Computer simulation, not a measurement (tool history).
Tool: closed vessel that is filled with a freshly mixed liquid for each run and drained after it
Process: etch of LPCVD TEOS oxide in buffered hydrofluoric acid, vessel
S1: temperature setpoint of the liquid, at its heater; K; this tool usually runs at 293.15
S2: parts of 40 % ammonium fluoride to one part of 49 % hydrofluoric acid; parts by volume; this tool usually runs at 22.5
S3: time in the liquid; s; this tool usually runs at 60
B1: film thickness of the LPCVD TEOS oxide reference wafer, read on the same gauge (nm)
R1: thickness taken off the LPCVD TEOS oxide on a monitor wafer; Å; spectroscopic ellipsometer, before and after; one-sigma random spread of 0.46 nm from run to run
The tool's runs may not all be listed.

| run | day | S1 | S2 | S3 | B1 | R1 |
|---|---|---|---|---|---|---|
| 1 | 0 | 293.15 | 22.5 | 60 | 149.99 | 488 |
| 2 | 2.942 | 293.15 | 22.5 | 60 | 150.01 | 480.1 |
| 3 | 4.271 | 296.65 | 22.5 | 35 | 150.03 | 345.8 |
|  | 6.404 | thermometer replaced |
| 4 | 7.238 | 295.15 | 22.5 | 60 | 149.98 | 530.6 |
|  | 7.329 | hydrofluoric acid flow meter replaced |
| 5 | 8.917 | 295.15 | 22.5 | 60 | 150.02 | 544.8 |
|  | 9.867 | gauge calibrated |
| 6 | 11.15 | 295.15 | 22.5 | 60 | 150 | 559.9 |
| 7 | 13.446 | 293.15 | 22.5 | 60 | 150.01 | 495.8 |
| 8 | 14.825 | 293.15 | 22.5 | 60 | 149.99 | 496.1 |
| 9 | 17.212 | 293.15 | 22.5 | 60 | 150.02 | 493.8 |
| 10 | 18.717 | 296.65 | 22.5 | 60 | 150 | 605 |
| 11 | 19.858 | 294.65 | 22.5 | 85 | 149.99 | 768.8 |
| 12 | 21.604 | 290.65 | 29.5 | 60 | 150.02 | 355.3 |
| 13 | 24.475 | 290.65 | 22.5 | 50 | 150 | 357.8 |
| 14 | 29.104 | 293.15 | 22.5 | 60 | 150.01 | 487.6 |
| 15 | 31.567 | 293.15 | 22.5 | 60 | 150.06 | 502.9 |
|  | 32.254 | thermometer replaced |
| 16 | 32.742 | 296.65 | 22.5 | 35 | 150.01 | 340.3 |
| 17 | 35.108 | 293.15 | 20 | 60 | 150.06 | 520.3 |
| 18 | 36.612 | 293.15 | 22.5 | 60 | 150.01 | 484.7 |
| 19 | 37.646 | 293.15 | 22.5 | 35 | 150.01 | 280.1 |
| 20 | 39.396 | 293.15 | 18.5 | 60 | 149.99 | 551.3 |
| 21 | 41.217 | 293.15 | 22.5 | 60 | 150 | 487 |
| 22 | 43.525 | 297.65 | 29.5 | 30 | 149.98 | 256.9 |
| 23 | 44.554 | 293.15 | 22.5 | 60 | 149.99 | 488.9 |
| 24 | 47.504 | 290.15 | 27.5 | 95 | 150 | 571 |
| 25 | 48.762 | 293.15 | 25 | 75 | 150.02 | 565.8 |
| 26 | 50.242 | 297.65 | 18.5 | 85 | 150.06 | 1024.9 |
| 27 | 51.329 | 293.15 | 22.5 | 60 | 149.94 | 485.6 |
| 28 | 53.542 | 290.65 | 22.5 | 50 | 149.97 | 354.4 |
| 29 | 55.917 | 290.15 | 26 | 60 | 149.99 | 375.9 |
|  | 56.988 | thermometer replaced |
| 30 | 57.05 | 296.65 | 29 | 50 | 150.02 | 407.5 |
| 31 | 61.804 | 293.15 | 22.5 | 60 | 149.98 | 477.4 |
| 32 | 64.15 | 296.65 | 18 | 45 | 150.01 | 510.8 |
| 33 | 66.683 | 293.15 | 22.5 | 60 | 149.98 | 479.2 |

Some steps in R1 between neighbouring runs. How much of each would the tool show without its hidden state too (settings, what came in, random variation), and how much is left for the hidden state, with any gauge scatter that isn't in both results?
Unlogged tool condition in this case: liquid hotter than its thermometer reads (K); hydrofluoric acid flow below the setpoint (%); gauge reads high (%).
Run 4 -> 5: hydrofluoric acid flow meter replaced. R1 +14.2 Å: hidden state +26.9, all else -12.7.
Run 11 -> 12: S1 294.65 -> 290.65, S2 22.5 -> 29.5, S3 85 -> 60. R1 -413.5 Å: hidden state -2.3, all else -411.2.
Run 25 -> 26: S1 293.15 -> 297.65, S2 25 -> 18.5, S3 75 -> 85. R1 +459.1 Å: hidden state -26.8, all else +485.9.
Run 26 -> 27: S1 297.65 -> 293.15, S2 18.5 -> 22.5, S3 85 -> 60. R1 -539.3 Å: hidden state +28.9, all else -568.2.
